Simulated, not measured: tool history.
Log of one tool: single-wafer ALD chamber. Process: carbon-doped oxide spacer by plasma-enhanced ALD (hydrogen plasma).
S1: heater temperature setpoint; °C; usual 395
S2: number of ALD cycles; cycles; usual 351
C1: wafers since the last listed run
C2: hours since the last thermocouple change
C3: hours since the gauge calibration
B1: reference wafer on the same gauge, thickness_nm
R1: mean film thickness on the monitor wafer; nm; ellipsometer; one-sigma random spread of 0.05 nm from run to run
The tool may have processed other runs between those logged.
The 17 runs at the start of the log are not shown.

{"day": 11.017, "done": "gauge calibrated"}
{"day": 11.121, "done": "thermocouple changed; heater temperature recalibrated"}
{"run": 18, "day": 11.262, "S1": 395, "S2": 351, "C1": 22, "C2": 3.4, "C3": 5.9, "B1": 13.797, "R1": 16.45}
{"run": 19, "day": 11.558, "S1": 395, "S2": 351, "C1": 9, "C2": 10.5, "C3": 13, "B1": 13.798, "R1": 16.43}
{"run": 20, "day": 12.117, "S1": 395, "S2": 398, "C1": 18, "C2": 23.9, "C3": 26.4, "B1": 13.796, "R1": 18.614}
{"run": 21, "day": 12.404, "S1": 390, "S2": 407, "C1": 9, "C2": 30.8, "C3": 33.3, "B1": 13.811, "R1": 18.974}
{"run": 22, "day": 12.792, "S1": 381, "S2": 369, "C1": 12, "C2": 40.1, "C3": 42.6, "B1": 13.805, "R1": 17.302}
{"run": 23, "day": 13.129, "S1": 380, "S2": 401, "C1": 11, "C2": 48.2, "C3": 50.7, "B1": 13.803, "R1": 18.861}
{"run": 24, "day": 13.483, "S1": 402, "S2": 384, "C1": 11, "C2": 56.7, "C3": 59.2, "B1": 13.804, "R1": 17.831}
{"run": 25, "day": 14.133, "S1": 386, "S2": 389, "C1": 21, "C2": 72.3, "C3": 74.8, "B1": 13.798, "R1": 18.189}
{"run": 26, "day": 14.438, "S1": 395, "S2": 383, "C1": 10, "C2": 79.6, "C3": 82.1, "B1": 13.803, "R1": 17.827}
{"run": 27, "day": 15.062, "S1": 395, "S2": 351, "C1": 20, "C2": 94.6, "C3": 97.1, "B1": 13.802, "R1": 16.327}
{"run": 28, "day": 15.362, "S1": 409, "S2": 407, "C1": 10, "C2": 101.8, "C3": 104.3, "B1": 13.801, "R1": 18.456}
{"run": 29, "day": 16.025, "S1": 391, "S2": 375, "C1": 22, "C2": 117.7, "C3": 120.2, "B1": 13.8, "R1": 17.492}
{"run": 30, "day": 16.625, "S1": 401, "S2": 303, "C1": 20, "C2": 132.1, "C3": 134.6, "B1": 13.797, "R1": 14.138}
{"run": 31, "day": 17.042, "S1": 404, "S2": 315, "C1": 13, "C2": 142.1, "C3": 144.6, "B1": 13.79, "R1": 14.588}
{"run": 32, "day": 17.842, "S1": 395, "S2": 419, "C1": 26, "C2": 161.3, "C3": 163.8, "B1": 13.798, "R1": 19.429}
{"run": 33, "day": 18.458, "S1": 386, "S2": 384, "C1": 20, "C2": 176.1, "C3": 178.6, "B1": 13.795, "R1": 18.007}
{"run": 34, "day": 19.025, "S1": 395, "S2": 351, "C1": 18, "C2": 189.7, "C3": 192.2, "B1": 13.809, "R1": 16.414}
{"run": 35, "day": 19.342, "S1": 395, "S2": 351, "C1": 10, "C2": 197.3, "C3": 199.8, "B1": 13.8, "R1": 16.359}
{"run": 36, "day": 19.675, "S1": 401, "S2": 303, "C1": 11, "C2": 205.3, "C3": 207.8, "B1": 13.802, "R1": 14.136}
{"run": 37, "day": 20.033, "S1": 409, "S2": 302, "C1": 11, "C2": 213.9, "C3": 216.4, "B1": 13.804, "R1": 13.84}
{"run": 38, "day": 20.517, "S1": 390, "S2": 351, "C1": 16, "C2": 225.5, "C3": 228, "B1": 13.803, "R1": 16.469}
{"run": 39, "day": 21.029, "S1": 408, "S2": 417, "C1": 17, "C2": 237.8, "C3": 240.3, "B1": 13.811, "R1": 19.135}
{"run": 40, "day": 21.312, "S1": 391, "S2": 351, "C1": 9, "C2": 244.6, "C3": 247.1, "B1": 13.804, "R1": 16.454}
{"run": 41, "day": 21.662, "S1": 395, "S2": 351, "C1": 11, "C2": 253, "C3": 255.5, "B1": 13.789, "R1": 16.354}

3 options for the next run, each taken on its own from the tool as it stands now. Forecast them:
{"run": "A", "day": 21.7, "S1": 395, "S2": 390, "C1": 1, "C2": 253.9, "C3": 256.4, "B1": "?", "R1": "?"}
{"run": "B", "day": 21.7, "S1": 407, "S2": 351, "C1": 1, "C2": 253.9, "C3": 256.4, "B1": "?", "R1": "?"}
{"run": "C", "day": 21.7, "S1": 395, "S2": 286, "C1": 1, "C2": 253.9, "C3": 256.4, "B1": "?", "R1": "?"}

run=A B1=13.797 R1=18.211
run=B B1=13.797 R1=16.116
run=C B1=13.797 R1=13.355
Without the tool's unlogged condition, the same runs would have read:
run=A R1=18.211
run=B R1=16.116
run=C R1=13.355

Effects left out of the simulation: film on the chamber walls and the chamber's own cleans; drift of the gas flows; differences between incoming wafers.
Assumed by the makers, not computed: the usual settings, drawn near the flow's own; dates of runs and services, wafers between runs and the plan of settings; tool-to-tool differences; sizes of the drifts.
